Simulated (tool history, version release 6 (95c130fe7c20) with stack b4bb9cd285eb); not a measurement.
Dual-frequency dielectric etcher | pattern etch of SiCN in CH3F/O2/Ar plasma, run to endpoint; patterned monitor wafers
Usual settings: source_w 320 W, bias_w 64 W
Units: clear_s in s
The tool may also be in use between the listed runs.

run	day	source_w	bias_w	incoming incoming film thickness, nm	clear_s
1	0.000	280	57	10.30	34.0
2	0.533	320	64	10.14	31.0
3	1.025	320	64	10.15	31.5
4	1.717	320	64	10.20	31.8
5	2.258	320	64	10.12	31.4
6	2.588	320	64	10.16	31.7
7	3.183	320	64	10.18	31.4
8	3.925	320	75	10.14	30.2
9	4.454	320	75	10.19	30.9
10	5.121	320	64	10.26	32.1
11	5.862	320	64	10.19	32.2
12	6.242	320	64	10.14	32.0
13	6.650	320	68	10.18	31.2
14	7.125	270	76	10.17	32.3
15	8.379	320	64	10.19	32.1
16	8.838	280	53	10.18	34.2
# day 9.846: wet clean of the chamber
# day 10.592: upper electrode replaced
17	10.612	340	76	10.11	28.7
18	10.625	340	77	10.15	29.3
19	11.054	370	52	10.28	31.2
20	11.471	360	58	10.22	31.0
21	12.067	360	51	10.26	31.5
22	12.600	270	78	10.15	31.1
23	13.267	320	64	10.30	31.0
24	14.458	390	76	10.16	28.2
# day 16.521: bias power generator calibrated
25	16.588	290	50	10.14	33.3
26	17.333	390	56	10.23	30.2
# day 18.283: source power generator calibrated
27	19.329	340	64	10.30	31.1
28	21.392	350	51	10.20	31.8
29	21.700	260	73	10.20	32.4
30	22.088	370	60	10.21	30.4
31	22.404	350	78	10.19	29.3
32	22.708	320	64	10.25	32.0
33	23.362	390	54	10.16	30.6
34	23.917	320	58	10.33	32.1
35	24.646	290	51	10.30	34.3
36	24.938	390	54	10.19	30.8

Forecast each of these 3 alternatives for the next run:
A	24.954	350	64	10.21	?
B	24.954	380	79	10.21	?
C	24.954	290	64	10.21	?

run	clear_s
A	30.4
B	28.4
C	32.0
Without the tool's hidden state the same runs would have given:
run	clear_s
A	29.3
B	27.4
C	31.0
